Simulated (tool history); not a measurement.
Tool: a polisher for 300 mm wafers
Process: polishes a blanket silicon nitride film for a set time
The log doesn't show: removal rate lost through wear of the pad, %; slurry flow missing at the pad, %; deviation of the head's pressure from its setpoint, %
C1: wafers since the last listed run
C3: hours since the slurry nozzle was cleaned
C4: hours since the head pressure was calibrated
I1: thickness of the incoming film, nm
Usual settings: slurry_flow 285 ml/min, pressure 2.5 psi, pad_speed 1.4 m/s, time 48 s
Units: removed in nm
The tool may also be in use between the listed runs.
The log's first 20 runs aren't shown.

run 21 hour=311.4 | slurry_flow=285 pressure=2.5 pad_speed=1.4 time=48 | C1=129 wafers_polished_on_this_pad=397 C3=515.2 C4=1258.5 | I1=939 | removed=95.3
-- hour=317.9 slurry nozzle cleaned
run 22 hour=325 | slurry_flow=285 pressure=2.5 pad_speed=1.14 time=48 | C1=117 wafers_polished_on_this_pad=514 C3=7.1 C4=1272.1 | I1=920.1 | removed=82.8
run 23 hour=339.1 | slurry_flow=285 pressure=2.5 pad_speed=1 time=48 | C1=131 wafers_polished_on_this_pad=645 C3=21.2 C4=1286.2 | I1=926.9 | removed=76.9
run 24 hour=351.5 | slurry_flow=285 pressure=2.5 pad_speed=1.4 time=32 | C1=115 wafers_polished_on_this_pad=761 C3=33.6 C4=1298.6 | I1=948.4 | removed=63.3
-- hour=367.7 head pressure recalibrated
run 25 hour=368.2 | slurry_flow=285 pressure=2.5 pad_speed=1.72 time=33 | C1=136 wafers_polished_on_this_pad=898 C3=50.3 C4=0.5 | I1=955.2 | removed=73.9
run 26 hour=379.8 | slurry_flow=285 pressure=2.5 pad_speed=1.4 time=48 | C1=107 wafers_polished_on_this_pad=1005 C3=61.9 C4=12.1 | I1=943 | removed=92.7
-- hour=384.8 worn pad replaced by a new one
run 27 hour=396 | slurry_flow=370 pressure=2.5 pad_speed=1.4 time=40 | C1=113 wafers_polished_on_this_pad=104 C3=78.1 C4=28.3 | I1=926.5 | removed=80.5
run 28 hour=407.7 | slurry_flow=285 pressure=2.5 pad_speed=1.4 time=48 | C1=108 wafers_polished_on_this_pad=213 C3=89.8 C4=40 | I1=918.3 | removed=95.9
run 29 hour=419.6 | slurry_flow=285 pressure=2.9 pad_speed=1.4 time=48 | C1=110 wafers_polished_on_this_pad=324 C3=101.7 C4=51.9 | I1=938.4 | removed=106.7
run 30 hour=430.8 | slurry_flow=375 pressure=2.5 pad_speed=1.4 time=48 | C1=104 wafers_polished_on_this_pad=428 C3=112.9 C4=63.1 | I1=940.3 | removed=96.3
run 31 hour=438.9 | slurry_flow=215 pressure=2.8 pad_speed=1.22 time=53 | C1=75 wafers_polished_on_this_pad=503 C3=121 C4=71.2 | I1=926.1 | removed=102.1
run 32 hour=448.9 | slurry_flow=285 pressure=2.5 pad_speed=1.78 time=34 | C1=93 wafers_polished_on_this_pad=596 C3=131 C4=81.2 | I1=932.4 | removed=79
run 33 hour=462 | slurry_flow=285 pressure=2.5 pad_speed=1.4 time=48 | C1=121 wafers_polished_on_this_pad=718 C3=144.1 C4=94.3 | I1=931.4 | removed=95.8
run 34 hour=470.8 | slurry_flow=285 pressure=2.5 pad_speed=1.4 time=48 | C1=81 wafers_polished_on_this_pad=800 C3=152.9 C4=103.1 | I1=940 | removed=95.6
-- hour=476.3 worn pad replaced by a new one
run 35 hour=479.3 | slurry_flow=285 pressure=2.5 pad_speed=1.84 time=56 | C1=41 wafers_polished_on_this_pad=28 C3=161.4 C4=111.6 | I1=938.3 | removed=132.9
run 36 hour=494.4 | slurry_flow=285 pressure=3.1 pad_speed=1.4 time=48 | C1=140 wafers_polished_on_this_pad=168 C3=176.5 C4=126.7 | I1=942 | removed=112
run 37 hour=502.6 | slurry_flow=285 pressure=2.1 pad_speed=1.76 time=42 | C1=76 wafers_polished_on_this_pad=244 C3=184.7 C4=134.9 | I1=940.7 | removed=82.3

Forecast each of these 4 alternatives for the next run:
run A hour=503 | slurry_flow=285 pressure=2.5 pad_speed=1.4 time=48 | C1=3 wafers_polished_on_this_pad=248 C3=185.1 C4=135.3 | I1=959 | removed=?
run B hour=503 | slurry_flow=285 pressure=3 pad_speed=1.84 time=48 | C1=3 wafers_polished_on_this_pad=248 C3=185.1 C4=135.3 | I1=959 | removed=?
run C hour=503 | slurry_flow=360 pressure=3.3 pad_speed=1.2 time=48 | C1=3 wafers_polished_on_this_pad=248 C3=185.1 C4=135.3 | I1=959 | removed=?
run D hour=503 | slurry_flow=355 pressure=2.5 pad_speed=1.1 time=48 | C1=3 wafers_polished_on_this_pad=248 C3=185.1 C4=135.3 | I1=959 | removed=?

run=A removed=95.6
run=B removed=132.3
run=C removed=112.5
run=D removed=84.4
Without the tool's hidden state the same runs would have given:
run=A removed=95.6
run=B removed=132.3
run=C removed=112.5
run=D removed=84.4
